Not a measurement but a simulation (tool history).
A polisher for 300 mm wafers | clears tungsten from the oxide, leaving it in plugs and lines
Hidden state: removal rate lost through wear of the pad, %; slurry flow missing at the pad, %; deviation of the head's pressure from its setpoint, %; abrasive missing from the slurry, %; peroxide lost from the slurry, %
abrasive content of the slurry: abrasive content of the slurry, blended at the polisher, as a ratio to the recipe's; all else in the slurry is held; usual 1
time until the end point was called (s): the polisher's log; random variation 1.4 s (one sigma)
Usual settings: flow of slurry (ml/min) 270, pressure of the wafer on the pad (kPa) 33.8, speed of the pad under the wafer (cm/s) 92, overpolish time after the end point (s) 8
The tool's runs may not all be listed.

run	hour	flow of slurry (ml/min)	pressure of the wafer on the pad (kPa)	speed of the pad under the wafer (cm/s)	abrasive content of the slurry	overpolish time after the end point (s)	wafers since the last listed run	wafers polished on this pad	hours since the slurry nozzle was cleaned	hours since the head pressure was calibrated	hours since the slurry blender was calibrated	hours since the slurry got fresh peroxide	incoming thickness of the incoming film, nm	time until the end point was called (s)
1	0	270	33.8	92	1	8	0	803	558.7	574.1	104	44.4	452.5	89.5
2	53.5	270	33.8	92	1	8	305	1109	612.2	627.6	157.5	97.9	455.4	91.8
# hour 93.4: slurry nozzle cleaned
# hour 104.1: worn pad replaced by a new one
3	110.4	270	33.8	92	1	8	296	35	17	684.5	214.4	154.8	453.6	91.3
# hour 131.9: slurry blender recalibrated
4	173.6	270	33.8	92	1	8	349	385	80.2	747.7	41.7	218	448.4	89.3
# hour 218.2: slurry tank refilled with fresh slurry and peroxide
5	242.9	270	33.8	92	1	8	390	775	149.5	817	111	24.7	453	88.3
6	342.7	270	33.8	92	1	8	570	1346	249.3	916.8	210.8	124.5	452.6	87.1
# hour 353: worn pad replaced by a new one
# hour 403.5: slurry blender recalibrated
7	419.9	270	33.8	92	1	8	406	370	326.5	994	16.4	201.7	458.6	90.3
# hour 483: head pressure recalibrated
8	514.6	270	33.8	92	1	8	529	900	421.2	31.6	111.1	296.4	443.7	90.7
# hour 525.1: slurry tank refilled with fresh slurry and peroxide
9	575.2	270	33.8	92	1	8	340	1240	481.8	92.2	171.7	50.1	448.5	89.8
# hour 625.6: worn pad replaced by a new one
# hour 666.1: slurry blender recalibrated
10	666.6	270	33.8	92	1	8	487	222	573.2	183.6	0.5	141.5	459	89.7
# hour 672.8: slurry nozzle cleaned
11	714.4	270	33.8	92	1	5	267	490	41.6	231.4	48.3	189.3	441.5	92.9
12	755.8	205	22.1	92	1	8	236	726	83	272.8	89.7	230.7	449.9	154
# hour 821.8: slurry tank refilled with fresh slurry and peroxide
13	852.9	270	33.8	92	1.25	4	549	1275	180.1	369.9	186.8	31.1	448.1	91.3
# hour 897.7: worn pad replaced by a new one
14	898.2	315	33.8	76	1.2	8	235	2	225.4	415.2	232.1	76.4	450.1	106
# hour 932: slurry blender recalibrated
15	939.8	270	33.8	92	1	10	226	229	267	456.8	7.8	118	452.3	99.3
16	977.1	270	33.8	92	1	8	213	442	304.3	494.1	45.1	155.3	446.6	97
# hour 1014.8: slurry nozzle cleaned, repeated, since the last time left the tool worse
17	1039.2	360	33.8	92	1	8	349	791	24.4	556.2	107.2	217.4	455.2	84.2
# hour 1095.8: slurry tank refilled with fresh slurry and peroxide
18	1097.1	270	33.8	122	1	13	325	1116	82.3	614.1	165.1	1.3	455.8	69
# hour 1156.9: worn pad replaced by a new one
19	1157.4	270	38.6	92	1.2	7	321	2	142.6	674.4	225.4	61.6	444.3	71.1
# hour 1185: slurry blender recalibrated
20	1191.7	270	33.8	72	0.85	5	184	187	176.9	708.7	6.7	95.9	449	119.7
21	1271.8	270	33.8	122	1	13	457	644	257	788.8	86.8	176	452.1	68.6
22	1314.1	270	33.8	92	1	8	241	886	299.3	831.1	129.1	218.3	450.2	87.2
# hour 1365.3: slurry tank refilled with fresh slurry and peroxide
# hour 1371.8: head pressure recalibrated
23	1383.9	300	33.8	106	0.75	6	381	1268	369.1	12.1	198.9	18.6	448.1	80.7

5 ways to go on from here, each from the tool as it stands after run 23. What would each give?
A	1384.3	270	33.8	92	1	8	2	1270	369.5	12.5	199.3	19	448.4	?
B	1384.3	270	30.3	92	1	10	2	1270	369.5	12.5	199.3	19	448.4	?
C	1384.3	270	33.8	92	1.25	5	2	1270	369.5	12.5	199.3	19	448.4	?
D	1384.3	195	33.8	92	1.25	4	2	1270	369.5	12.5	199.3	19	448.4	?
E	1384.3	270	33.8	110	1	3	2	1270	369.5	12.5	199.3	19	448.4	?

run	time until the end point was called (s)
A	89.8
B	100
C	83.9
D	88.4
E	75.6
Without the tool's hidden state the same runs would have given:
run	time until the end point was called (s)
A	87.8
B	97.8
C	82
D	85.7
E	73.9
